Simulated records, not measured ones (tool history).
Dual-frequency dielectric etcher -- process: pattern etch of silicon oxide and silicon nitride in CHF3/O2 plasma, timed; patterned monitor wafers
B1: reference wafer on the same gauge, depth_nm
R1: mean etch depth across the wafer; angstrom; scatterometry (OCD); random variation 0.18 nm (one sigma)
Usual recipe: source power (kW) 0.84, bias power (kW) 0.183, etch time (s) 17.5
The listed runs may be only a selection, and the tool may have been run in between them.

Run 1, hour 0: usual settings; B1 29.78. Result: R1 291.1 angstrom.
Run 2, hour 16.2: usual settings but bias power (kW) 0.204; B1 29.82. Result: R1 299.5 angstrom.
Run 3, hour 47: usual settings; B1 29.79. Result: R1 290.5 angstrom.
Run 4, hour 67.2: usual settings; B1 29.8. Result: R1 288.1 angstrom.
Run 5, hour 81.3: usual settings; B1 29.81. Result: R1 289.8 angstrom.
Run 6, hour 115.8: usual settings; B1 29.8. Result: R1 293.2 angstrom.
Run 7, hour 128.3: usual settings; B1 29.78. Result: R1 293.2 angstrom.
Run 8, hour 154.5: usual settings; B1 29.76. Result: R1 295.3 angstrom.
Run 9, hour 215.1: usual settings; B1 29.79. Result: R1 295.2 angstrom.
Run 10, hour 247.5: usual settings but source power (kW) 0.73, etch time (s) 14.5; B1 29.77. Result: R1 230 angstrom.
Run 11, hour 275.9: usual settings but bias power (kW) 0.2; B1 29.79. Result: R1 302.2 angstrom.
Run 12, hour 292: usual settings but source power (kW) 0.75; B1 29.81. Result: R1 285.1 angstrom.
Run 13, hour 372.1: usual settings; B1 29.82. Result: R1 298.3 angstrom.
Run 14, hour 395.2: usual settings but source power (kW) 1.01; B1 29.78. Result: R1 319.6 angstrom.
Run 15, hour 417.6: usual settings but source power (kW) 0.65, etch time (s) 19.5; B1 29.82. Result: R1 304.5 angstrom.
Run 16, hour 438: usual settings but bias power (kW) 0.216, etch time (s) 13; B1 29.81. Result: R1 234.4 angstrom.
Run 17, hour 524.6: usual settings but source power (kW) 0.92, bias power (kW) 0.224; B1 29.84. Result: R1 317.9 angstrom.
Run 18, hour 547.7: usual settings but source power (kW) 0.72, bias power (kW) 0.16; B1 29.81. Result: R1 256.6 angstrom.
Run 19, hour 578.8: usual settings but source power (kW) 0.95, etch time (s) 12.5; B1 29.78. Result: R1 209.4 angstrom.
Run 20, hour 667: usual settings but source power (kW) 0.73, bias power (kW) 0.22, etch time (s) 15.5; B1 29.78. Result: R1 266.9 angstrom.
Run 21, hour 684.9: usual settings; B1 29.76. Result: R1 289.6 angstrom.
Run 22, hour 707.1: usual settings but source power (kW) 0.74; B1 29.79. Result: R1 278.7 angstrom.
Run 23, hour 739.6: usual settings but source power (kW) 0.71, bias power (kW) 0.224; B1 29.8. Result: R1 303.4 angstrom.
Run 24, hour 770.2: usual settings but source power (kW) 0.9; B1 29.81. Result: R1 296.5 angstrom.
Run 25, hour 800.2: usual settings; B1 29.81. Result: R1 290.9 angstrom.
Run 26, hour 815.6: usual settings but source power (kW) 0.96, bias power (kW) 0.154; B1 29.79. Result: R1 281.4 angstrom.
Run 27, hour 834.5: usual settings but source power (kW) 0.76; B1 29.8. Result: R1 287.1 angstrom.
Run 28, hour 868.8: usual settings but source power (kW) 1.01; B1 29.85. Result: R1 308.5 angstrom.
Run 29, hour 946.3: usual settings but etch time (s) 22; B1 29.79. Result: R1 370.9 angstrom.
Run 30, hour 967.7: usual settings; B1 29.77. Result: R1 293.5 angstrom.

Removed from this log: 5 entries logged between the listed runs. Between which two listed runs does each belong, and how does the tool's hidden state at the listed run before it compare with that at the listed run after it?
Between runs 8 and 9: gauge calibrated (hour 207.2); source power generator calibrated (hour 210.7)
  etch rate over this chamber's usual, %: 3.22 -> 3.71
  difference, measured minus the result without the unlogged condition, R1: +9.3 -> +10.5 angstrom
Between runs 16 and 17: bias power generator calibrated (hour 460); wet clean of the chamber (hour 474.8); upper electrode replaced, of another model than before (hour 486.6)
  etch rate over this chamber's usual, %: 5.53 -> 0.325
  difference, measured minus the result without the unlogged condition, R1: +12.3 -> +1 angstrom

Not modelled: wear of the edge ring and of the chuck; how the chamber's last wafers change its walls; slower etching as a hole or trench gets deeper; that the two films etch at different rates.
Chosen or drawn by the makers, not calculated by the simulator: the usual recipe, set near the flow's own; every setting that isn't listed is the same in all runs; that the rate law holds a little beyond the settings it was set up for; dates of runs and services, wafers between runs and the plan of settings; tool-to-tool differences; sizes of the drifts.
